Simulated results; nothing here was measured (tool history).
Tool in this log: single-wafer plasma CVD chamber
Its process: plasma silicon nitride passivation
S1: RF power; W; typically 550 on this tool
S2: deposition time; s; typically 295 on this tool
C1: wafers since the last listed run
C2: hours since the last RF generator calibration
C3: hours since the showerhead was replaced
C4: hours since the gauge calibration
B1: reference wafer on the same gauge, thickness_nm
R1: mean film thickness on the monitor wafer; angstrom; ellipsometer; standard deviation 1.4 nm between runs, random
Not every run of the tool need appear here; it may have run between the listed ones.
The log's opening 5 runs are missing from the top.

run   hour   S1   S2   C1      C2      C3     C4       B1       R1
  6  119.5  550  295  157    1448  2634.6  250.9  509.398  4626.25
  7  133.8  550  295   75  1462.3  2648.9  265.2  508.945  4630.91
  8  161.2  485  248  144  1489.7  2676.3  292.6  508.259  3751.72
  9  185.9  485  248  130  1514.4    2701  317.3  507.686  3742.53
 10  203.9  550  295   94  1532.4    2719  335.3  507.703  4591.15
 11  222.1  550  295   95  1550.6  2737.2  353.5   506.93  4619.71
     230.8  -- gauge calibrated
     234.8  -- RF generator calibrated
 12  235.3  550  252   27     0.5  2750.4    4.5  513.118  3976.17
 13  259.2  550  295  125    24.4  2774.3   28.4  512.258  4667.85
 14  283.3  550  295  126    48.5  2798.4   52.5  512.899  4670.66
 15  298.4  550  295   79    63.6  2813.5   67.6  512.342  4653.43
     312.1  -- showerhead replaced
 16  313.9  455  236   39    79.1     1.8   83.1  512.778  3549.76
 17  344.5  550  295  161   109.7    32.4  113.7  512.386   4653.4
 18  426.4  455  236  431   191.6   114.3  195.6  510.881  3524.15
 19  495.7  550  338  365   260.9   183.6  264.9  509.853  5313.46
 20  523.6  580  295  146   288.8   211.5  292.8  509.263  4685.99
 21  544.9  470  324  112   310.1   232.8  314.1  508.892  4849.62
 22  564.1  550  295  101   329.3     252  333.3  507.081  4629.62
 23  599.1  550  311  184   364.3     287  368.3    506.6  4865.11
     607.4  -- gauge calibrated
 24  631.6  550  295  171   396.8   319.5   24.2  512.539  4654.98
 25  648.4  620  270   88   413.6   336.3     41  512.556  4410.64
 26  676.5  550  314  148   441.7   364.4   69.1  512.694  4940.85
 27  711.1  610  295  182   476.3     399  103.7  512.013  4791.96
 28  737.6  550  295  139   502.8   425.5  130.2  512.088  4648.79
 29    750  600  312   65   515.2   437.9  142.6  510.996  5031.36
 30  764.4  450  338   75   529.6   452.3    157  512.023  5014.82

Each row is a separate what-if for the run after 30, all from the same tool condition, not one after another. Results?
  A  764.9  550  295   2  530.1  452.8  157.5   ?   ?
  B  764.9  460  295   2  530.1  452.8  157.5   ?   ?
  C  764.9  640  295   2  530.1  452.8  157.5   ?   ?
  D  764.9  520  295   2  530.1  452.8  157.5   ?   ?
  E  764.9  550  242   2  530.1  452.8  157.5   ?   ?

run      B1       R1
  A  511.63  4641.67
  B  511.63  4411.02
  C  511.63   4848.3
  D  511.63  4567.78
  E  511.63  3807.74
With no hidden state in the tool, these same runs would have given:
run       R1
  A  4645.48
  B  4414.65
  C  4852.28
  D  4571.54
  E  3810.87

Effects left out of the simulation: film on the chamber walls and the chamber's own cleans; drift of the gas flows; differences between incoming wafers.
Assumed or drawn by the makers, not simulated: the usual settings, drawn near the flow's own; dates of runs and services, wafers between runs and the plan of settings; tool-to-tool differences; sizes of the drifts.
